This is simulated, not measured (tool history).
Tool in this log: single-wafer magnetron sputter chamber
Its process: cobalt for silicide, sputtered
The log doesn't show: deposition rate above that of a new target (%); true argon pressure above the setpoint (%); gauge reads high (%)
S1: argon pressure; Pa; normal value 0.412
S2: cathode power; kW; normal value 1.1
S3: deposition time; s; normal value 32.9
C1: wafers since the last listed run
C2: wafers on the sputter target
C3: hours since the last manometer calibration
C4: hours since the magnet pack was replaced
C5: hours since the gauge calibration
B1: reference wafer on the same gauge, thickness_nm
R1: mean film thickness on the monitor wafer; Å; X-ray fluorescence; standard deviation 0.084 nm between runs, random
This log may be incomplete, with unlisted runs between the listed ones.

run    hour     S1    S2    S3    C1    C2      C3      C4      C5      B1      R1
  1       0  0.412   1.1  32.9     0  1393   325.3  5323.7   372.9  15.511  173.64
  2      58  0.412   1.1  32.9   630  2024   383.3  5381.7   430.9  15.504  172.39
  3   106.4  0.412   1.1  29.1   526  2550   431.7  5430.1   479.3  15.502   152.6
      154.4  -- sputter target and shields replaced
  4   190.1  0.412   1.1  29.1   823   388   515.4  5513.8     563  15.509  153.93
  5   282.7  0.412   1.1  29.1  1006  1395     608  5606.4   655.6  15.492  153.67
  6   367.3  0.412   1.3  32.9   919  2315   692.6    5691   740.2  15.493  208.24
  7   455.3  0.412   1.3  32.9   956  3272   780.6    5779   828.2  15.493  206.41
      509.5  -- sputter target and shields replaced
  8   557.1  0.412   1.1  32.9  1019   517   882.4  5880.8     930  15.512  174.03
  9   617.7  0.412   1.1  32.9   658  1176     943  5941.4   990.6  15.501  173.95
      644.1  -- magnet pack replaced
 10   719.6  0.412   1.1  32.9  1021  2197  1044.9    75.5  1092.5  15.482  175.95
 11   768.2  0.336   1.1  36.2   528  2725  1093.5   124.1  1141.1  15.498  197.33
 12   864.9  0.412  1.35  32.9  1051  3777  1190.2   220.8  1237.8  15.504  215.86
      878.1  -- sputter target and shields replaced
 13   945.5  0.316   1.1  29.4   789   733  1270.8   301.4  1318.4  15.503  160.85
     1173.1  -- sputter target and shields replaced
 14  1173.7  0.493   1.1  35.2  2394     6    1499   529.6  1546.6  15.502  183.74
     1256.2  -- capacitance manometer re-zeroed and calibrated
 15  1265.2  0.412   1.1  32.9   907   914       9   621.1  1638.1  15.491     173
     1303.2  -- gauge calibrated
 16  1345.3  0.506   1.1  28.1   870  1785    89.1   701.2    42.1    15.5  143.47
 17    1424  0.476     1  26.6   855  2640   167.8   779.9   120.8  15.511  124.28
 18  1513.1  0.412   1.1  32.9   968  3609   256.9     869   209.9  15.503  172.61
     1533.3  -- sputter target and shields replaced
 19  1595.1  0.412   1.1  32.9   804   671   338.9     951   291.9  15.496  173.52
 20  1644.8  0.412   1.1  32.9   540  1212   388.6  1000.7   341.6  15.491  174.94

Subtracting, for every run, the result it would have given without the tool's unlogged condition from the measured result gives the following. The same run-to-run variation enters both numbers; the gauge's scatter may not:
run     R1
  1  +0.51
  2  +0.67
  3   +0.7
  4   +0.9
  5  +1.11
  6  +1.78
  7  +2.04
  8  +1.98
  9  +2.14
 10  +2.43
 11   +2.3
 12  +3.47
 13  +2.08
 14  +4.59
 15   -0.1
 16  +0.11
 17  +0.26
 18  +0.55
 19  +0.77
 20  +0.91

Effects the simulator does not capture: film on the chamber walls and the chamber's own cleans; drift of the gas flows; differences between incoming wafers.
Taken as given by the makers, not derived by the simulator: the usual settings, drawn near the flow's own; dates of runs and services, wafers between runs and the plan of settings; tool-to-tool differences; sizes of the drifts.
